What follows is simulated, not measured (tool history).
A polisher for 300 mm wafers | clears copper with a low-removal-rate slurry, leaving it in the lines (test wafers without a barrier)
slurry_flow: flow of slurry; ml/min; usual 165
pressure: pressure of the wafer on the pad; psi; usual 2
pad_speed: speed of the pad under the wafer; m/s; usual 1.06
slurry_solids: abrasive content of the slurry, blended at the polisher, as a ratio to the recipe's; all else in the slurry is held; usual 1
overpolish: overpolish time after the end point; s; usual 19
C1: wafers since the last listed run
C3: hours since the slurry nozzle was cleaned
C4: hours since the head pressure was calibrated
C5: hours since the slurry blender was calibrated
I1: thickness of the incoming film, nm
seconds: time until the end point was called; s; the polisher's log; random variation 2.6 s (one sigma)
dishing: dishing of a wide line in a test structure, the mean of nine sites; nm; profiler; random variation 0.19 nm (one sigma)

{"run": 1, "hour": 0.0, "slurry_flow": 165, "pressure": 2, "pad_speed": 1.06, "slurry_solids": 1.25, "overpolish": 19, "C1": 0, "wafers polished on this pad": 479, "C3": 179.6, "C4": 660.6, "C5": 81.3, "I1": 356.7, "seconds": 199.2, "dishing": 16.9}
{"run": 2, "hour": 6.1, "slurry_flow": 165, "pressure": 2, "pad_speed": 1.06, "slurry_solids": 1, "overpolish": 19, "C1": 40, "wafers polished on this pad": 519, "C3": 185.7, "C4": 666.7, "C5": 87.4, "I1": 348.7, "seconds": 208.3, "dishing": 16.8}
{"run": 3, "hour": 14.5, "slurry_flow": 165, "pressure": 2, "pad_speed": 1.06, "slurry_solids": 1, "overpolish": 19, "C1": 55, "wafers polished on this pad": 575, "C3": 194.1, "C4": 675.1, "C5": 95.8, "I1": 351.2, "seconds": 204.4, "dishing": 15.9}
{"run": 4, "hour": 21.1, "slurry_flow": 165, "pressure": 2, "pad_speed": 1.06, "slurry_solids": 1, "overpolish": 19, "C1": 43, "wafers polished on this pad": 619, "C3": 200.7, "C4": 681.7, "C5": 102.4, "I1": 348.8, "seconds": 204.5, "dishing": 16.2}
{"hour": 29.2, "done": "worn pad replaced by a new one"}
{"run": 5, "hour": 75.1, "slurry_flow": 165, "pressure": 2, "pad_speed": 1.06, "slurry_solids": 1, "overpolish": 19, "C1": 332, "wafers polished on this pad": 304, "C3": 254.7, "C4": 735.7, "C5": 156.4, "I1": 355.6, "seconds": 219.8, "dishing": 16.1}
{"run": 6, "hour": 81.8, "slurry_flow": 165, "pressure": 2, "pad_speed": 1.06, "slurry_solids": 1, "overpolish": 19, "C1": 44, "wafers polished on this pad": 349, "C3": 261.4, "C4": 742.4, "C5": 163.1, "I1": 354.6, "seconds": 214.8, "dishing": 16.6}
{"run": 7, "hour": 95.4, "slurry_flow": 165, "pressure": 2, "pad_speed": 0.78, "slurry_solids": 1, "overpolish": 19, "C1": 90, "wafers polished on this pad": 439, "C3": 275, "C4": 756, "C5": 176.7, "I1": 347.2, "seconds": 282.1, "dishing": 13.3}
{"hour": 102.1, "done": "head pressure recalibrated"}
{"run": 8, "hour": 110.6, "slurry_flow": 165, "pressure": 2, "pad_speed": 0.78, "slurry_solids": 1, "overpolish": 19, "C1": 87, "wafers polished on this pad": 527, "C3": 290.2, "C4": 8.5, "C5": 191.9, "I1": 350.8, "seconds": 265.2, "dishing": 14.2}
{"hour": 122.7, "done": "worn pad replaced by a new one"}
{"run": 9, "hour": 123.9, "slurry_flow": 165, "pressure": 2, "pad_speed": 1.06, "slurry_solids": 1, "overpolish": 19, "C1": 61, "wafers polished on this pad": 8, "C3": 303.5, "C4": 21.8, "C5": 205.2, "I1": 346.9, "seconds": 191.8, "dishing": 17.1}
{"run": 10, "hour": 140.7, "slurry_flow": 165, "pressure": 2, "pad_speed": 1.06, "slurry_solids": 1, "overpolish": 19, "C1": 111, "wafers polished on this pad": 119, "C3": 320.3, "C4": 38.6, "C5": 222, "I1": 352.6, "seconds": 193.2, "dishing": 16.7}
{"run": 11, "hour": 148.6, "slurry_flow": 165, "pressure": 2, "pad_speed": 1.06, "slurry_solids": 1, "overpolish": 19, "C1": 52, "wafers polished on this pad": 172, "C3": 328.2, "C4": 46.5, "C5": 229.9, "I1": 348.4, "seconds": 192.4, "dishing": 16.6}
{"run": 12, "hour": 163.5, "slurry_flow": 165, "pressure": 2, "pad_speed": 1.06, "slurry_solids": 1, "overpolish": 19, "C1": 98, "wafers polished on this pad": 271, "C3": 343.1, "C4": 61.4, "C5": 244.8, "I1": 354, "seconds": 200.4, "dishing": 16.7}
{"run": 13, "hour": 175.7, "slurry_flow": 130, "pressure": 2, "pad_speed": 1.06, "slurry_solids": 1, "overpolish": 25, "C1": 81, "wafers polished on this pad": 352, "C3": 355.3, "C4": 73.6, "C5": 257, "I1": 356.3, "seconds": 208.9, "dishing": 19.3}
{"hour": 191.1, "done": "slurry nozzle cleaned"}
{"run": 14, "hour": 193.6, "slurry_flow": 165, "pressure": 2, "pad_speed": 1.06, "slurry_solids": 1, "overpolish": 19, "C1": 112, "wafers polished on this pad": 464, "C3": 2.5, "C4": 91.5, "C5": 274.9, "I1": 344.3, "seconds": 202.1, "dishing": 16.9}
{"run": 15, "hour": 208.6, "slurry_flow": 165, "pressure": 2, "pad_speed": 1.06, "slurry_solids": 1, "overpolish": 29, "C1": 99, "wafers polished on this pad": 564, "C3": 17.5, "C4": 106.5, "C5": 289.9, "I1": 349.7, "seconds": 200.8, "dishing": 21.1}
{"hour": 221.7, "done": "worn pad replaced by a new one"}
{"run": 16, "hour": 222.1, "slurry_flow": 220, "pressure": 2.3, "pad_speed": 1.06, "slurry_solids": 1, "overpolish": 19, "C1": 63, "wafers polished on this pad": 2, "C3": 31, "C4": 120, "C5": 303.4, "I1": 349.7, "seconds": 179.5, "dishing": 18.1}
{"run": 17, "hour": 228.3, "slurry_flow": 165, "pressure": 2.4, "pad_speed": 1.06, "slurry_solids": 0.9, "overpolish": 25, "C1": 41, "wafers polished on this pad": 44, "C3": 37.2, "C4": 126.2, "C5": 309.6, "I1": 346.7, "seconds": 182.2, "dishing": 19.8}
{"hour": 249.1, "done": "slurry blender recalibrated"}
{"run": 18, "hour": 264.2, "slurry_flow": 165, "pressure": 2, "pad_speed": 1.06, "slurry_solids": 1, "overpolish": 19, "C1": 225, "wafers polished on this pad": 269, "C3": 73.1, "C4": 162.1, "C5": 15.1, "I1": 356.5, "seconds": 200.4, "dishing": 17.5}
{"run": 19, "hour": 276.5, "slurry_flow": 165, "pressure": 2.5, "pad_speed": 1.34, "slurry_solids": 1, "overpolish": 11, "C1": 81, "wafers polished on this pad": 350, "C3": 85.4, "C4": 174.4, "C5": 27.4, "I1": 350.2, "seconds": 132.7, "dishing": 15.7}
{"run": 20, "hour": 286.1, "slurry_flow": 165, "pressure": 2, "pad_speed": 1.06, "slurry_solids": 1, "overpolish": 19, "C1": 63, "wafers polished on this pad": 414, "C3": 95, "C4": 184, "C5": 37, "I1": 357.1, "seconds": 196.9, "dishing": 16.8}
{"run": 21, "hour": 304.9, "slurry_flow": 165, "pressure": 2.2, "pad_speed": 0.72, "slurry_solids": 1, "overpolish": 22, "C1": 124, "wafers polished on this pad": 539, "C3": 113.8, "C4": 202.8, "C5": 55.8, "I1": 353.6, "seconds": 276.2, "dishing": 15.2}
{"run": 22, "hour": 313.1, "slurry_flow": 140, "pressure": 2.6, "pad_speed": 1.06, "slurry_solids": 0.8, "overpolish": 19, "C1": 54, "wafers polished on this pad": 593, "C3": 122, "C4": 211, "C5": 64, "I1": 352.7, "seconds": 179.7, "dishing": 18}
{"hour": 324.1, "done": "worn pad replaced by a new one"}
{"run": 23, "hour": 324.6, "slurry_flow": 165, "pressure": 2, "pad_speed": 0.94, "slurry_solids": 1, "overpolish": 19, "C1": 49, "wafers polished on this pad": 3, "C3": 133.5, "C4": 222.5, "C5": 75.5, "I1": 356.6, "seconds": 230.5, "dishing": 15.4}
{"run": 24, "hour": 335.6, "slurry_flow": 165, "pressure": 2, "pad_speed": 1.06, "slurry_solids": 1, "overpolish": 19, "C1": 73, "wafers polished on this pad": 76, "C3": 144.5, "C4": 233.5, "C5": 86.5, "I1": 355.6, "seconds": 203.7, "dishing": 17}
{"run": 25, "hour": 347.4, "slurry_flow": 165, "pressure": 2, "pad_speed": 1.06, "slurry_solids": 1.2, "overpolish": 16, "C1": 78, "wafers polished on this pad": 154, "C3": 156.3, "C4": 245.3, "C5": 98.3, "I1": 357.5, "seconds": 191, "dishing": 15.6}
{"run": 26, "hour": 353.9, "slurry_flow": 165, "pressure": 2, "pad_speed": 1.06, "slurry_solids": 1, "overpolish": 19, "C1": 43, "wafers polished on this pad": 197, "C3": 162.8, "C4": 251.8, "C5": 104.8, "I1": 352.3, "seconds": 199.9, "dishing": 17}
{"run": 27, "hour": 362.9, "slurry_flow": 105, "pressure": 2.3, "pad_speed": 0.78, "slurry_solids": 0.85, "overpolish": 19, "C1": 59, "wafers polished on this pad": 257, "C3": 171.8, "C4": 260.8, "C5": 113.8, "I1": 347.9, "seconds": 263.6, "dishing": 13.8}
{"run": 28, "hour": 374.3, "slurry_flow": 165, "pressure": 1.5, "pad_speed": 1.06, "slurry_solids": 1, "overpolish": 19, "C1": 75, "wafers polished on this pad": 333, "C3": 183.2, "C4": 272.2, "C5": 125.2, "I1": 350.8, "seconds": 236.4, "dishing": 14.7}
{"run": 29, "hour": 384.0, "slurry_flow": 165, "pressure": 2, "pad_speed": 1.06, "slurry_solids": 1, "overpolish": 19, "C1": 64, "wafers polished on this pad": 397, "C3": 192.9, "C4": 281.9, "C5": 134.9, "I1": 351.9, "seconds": 204.6, "dishing": 16.5}

3 ways to go on from here, each from the tool as it stands after run 29. What would each give?
{"run": "A", "hour": 384.5, "slurry_flow": 165, "pressure": 2, "pad_speed": 1.06, "slurry_solids": 1, "overpolish": 22, "C1": 3, "wafers polished on this pad": 401, "C3": 193.4, "C4": 282.4, "C5": 135.4, "I1": 347.6, "seconds": "?", "dishing": "?"}
{"run": "B", "hour": 384.5, "slurry_flow": 165, "pressure": 2, "pad_speed": 1.06, "slurry_solids": 0.85, "overpolish": 10, "C1": 3, "wafers polished on this pad": 401, "C3": 193.4, "C4": 282.4, "C5": 135.4, "I1": 347.6, "seconds": "?", "dishing": "?"}
{"run": "C", "hour": 384.5, "slurry_flow": 180, "pressure": 1.8, "pad_speed": 1.06, "slurry_solids": 1, "overpolish": 19, "C1": 3, "wafers polished on this pad": 401, "C3": 193.4, "C4": 282.4, "C5": 135.4, "I1": 347.6, "seconds": "?", "dishing": "?"}

run=A seconds=195.2 dishing=18.1
run=B seconds=202.4 dishing=10.3
run=C seconds=206.4 dishing=16
Without the tool's hidden state the same runs would have given:
run=A seconds=183.4 dishing=18.7
run=B seconds=190.2 dishing=10.8
run=C seconds=193.9 dishing=16.6
